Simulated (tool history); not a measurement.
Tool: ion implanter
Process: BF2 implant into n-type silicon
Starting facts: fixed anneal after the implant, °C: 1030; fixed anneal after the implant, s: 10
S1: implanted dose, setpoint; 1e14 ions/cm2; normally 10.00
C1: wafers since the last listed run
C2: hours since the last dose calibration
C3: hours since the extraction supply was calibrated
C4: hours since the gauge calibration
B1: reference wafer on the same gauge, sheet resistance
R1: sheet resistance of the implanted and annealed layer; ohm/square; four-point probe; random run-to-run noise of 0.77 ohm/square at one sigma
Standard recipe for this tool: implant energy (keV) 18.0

{"run": 1, "hour": 0.0, "S1": 11.59, "implant energy (keV)": 14.0, "C1": 0, "C2": 639.6, "C3": 4751.3, "C4": 96.1, "B1": 191.86, "R1": 211.15}
{"run": 2, "hour": 14.2, "S1": 10.0, "implant energy (keV)": 18.0, "C1": 360, "C2": 653.8, "C3": 4765.5, "C4": 110.3, "B1": 192.21, "R1": 199.47}
{"run": 3, "hour": 38.0, "S1": 10.93, "implant energy (keV)": 21.5, "C1": 604, "C2": 677.6, "C3": 4789.3, "C4": 134.1, "B1": 191.96, "R1": 181.53}
{"run": 4, "hour": 57.0, "S1": 10.93, "implant energy (keV)": 21.5, "C1": 482, "C2": 696.6, "C3": 4808.3, "C4": 153.1, "B1": 191.82, "R1": 182.13}
{"run": 5, "hour": 82.0, "S1": 10.93, "implant energy (keV)": 21.5, "C1": 634, "C2": 721.6, "C3": 4833.3, "C4": 178.1, "B1": 191.86, "R1": 181.28}
{"run": 6, "hour": 97.7, "S1": 12.08, "implant energy (keV)": 18.0, "C1": 398, "C2": 737.3, "C3": 4849.0, "C4": 193.8, "B1": 192.25, "R1": 189.35}
{"run": 7, "hour": 133.6, "S1": 12.08, "implant energy (keV)": 18.0, "C1": 911, "C2": 773.2, "C3": 4884.9, "C4": 229.7, "B1": 191.86, "R1": 188.44}
{"hour": 164.8, "done": "Faraday cup replaced and dose calibrated"}
{"run": 8, "hour": 167.9, "S1": 10.0, "implant energy (keV)": 18.0, "C1": 667, "C2": 3.1, "C3": 4919.2, "C4": 264.0, "B1": 192.11, "R1": 200.48}
{"hour": 193.2, "done": "gauge calibrated"}
{"run": 9, "hour": 203.7, "S1": 8.94, "implant energy (keV)": 15.5, "C1": 909, "C2": 38.9, "C3": 4955.0, "C4": 10.5, "B1": 192.32, "R1": 220.15}
{"run": 10, "hour": 223.8, "S1": 10.93, "implant energy (keV)": 21.5, "C1": 510, "C2": 59.0, "C3": 4975.1, "C4": 30.6, "B1": 192.22, "R1": 181.92}
{"run": 11, "hour": 252.4, "S1": 10.0, "implant energy (keV)": 18.0, "C1": 726, "C2": 87.6, "C3": 5003.7, "C4": 59.2, "B1": 191.92, "R1": 200.11}
{"run": 12, "hour": 274.7, "S1": 7.81, "implant energy (keV)": 24.0, "C1": 566, "C2": 109.9, "C3": 5026.0, "C4": 81.5, "B1": 192.43, "R1": 201.17}
{"run": 13, "hour": 291.8, "S1": 10.0, "implant energy (keV)": 14.0, "C1": 434, "C2": 127.0, "C3": 5043.1, "C4": 98.6, "B1": 191.82, "R1": 218.68}
{"hour": 314.5, "done": "extraction supply calibrated"}
{"run": 14, "hour": 342.5, "S1": 10.0, "implant energy (keV)": 23.0, "C1": 1084, "C2": 177.7, "C3": 28.0, "C4": 149.3, "B1": 192.06, "R1": 182.45}
{"run": 15, "hour": 361.8, "S1": 10.0, "implant energy (keV)": 18.0, "C1": 490, "C2": 197.0, "C3": 47.3, "C4": 168.6, "B1": 191.81, "R1": 199.07}
{"run": 16, "hour": 391.7, "S1": 11.29, "implant energy (keV)": 18.0, "C1": 759, "C2": 226.9, "C3": 77.2, "C4": 198.5, "B1": 192.0, "R1": 193.72}
{"run": 17, "hour": 413.7, "S1": 12.67, "implant energy (keV)": 22.5, "C1": 558, "C2": 248.9, "C3": 99.2, "C4": 220.5, "B1": 192.25, "R1": 169.84}

Forecast each of these 4 alternatives for the next run:
{"run": "A", "hour": 414.1, "S1": 10.0, "implant energy (keV)": 18.0, "C1": 10, "C2": 249.3, "C3": 99.6, "C4": 220.9, "B1": "?", "R1": "?"}
{"run": "B", "hour": 414.1, "S1": 12.64, "implant energy (keV)": 21.5, "C1": 10, "C2": 249.3, "C3": 99.6, "C4": 220.9, "B1": "?", "R1": "?"}
{"run": "C", "hour": 414.1, "S1": 7.8, "implant energy (keV)": 15.5, "C1": 10, "C2": 249.3, "C3": 99.6, "C4": 220.9, "B1": "?", "R1": "?"}
{"run": "D", "hour": 414.1, "S1": 12.1, "implant energy (keV)": 20.5, "C1": 10, "C2": 249.3, "C3": 99.6, "C4": 220.9, "B1": "?", "R1": "?"}

run=A B1=192.04 R1=200.09
run=B B1=192.04 R1=172.84
run=C B1=192.04 R1=233.54
run=D B1=192.04 R1=178.55
With no hidden state in the tool, these same runs would have given:
run=A R1=200.09
run=B R1=172.84
run=C R1=233.54
run=D R1=178.55
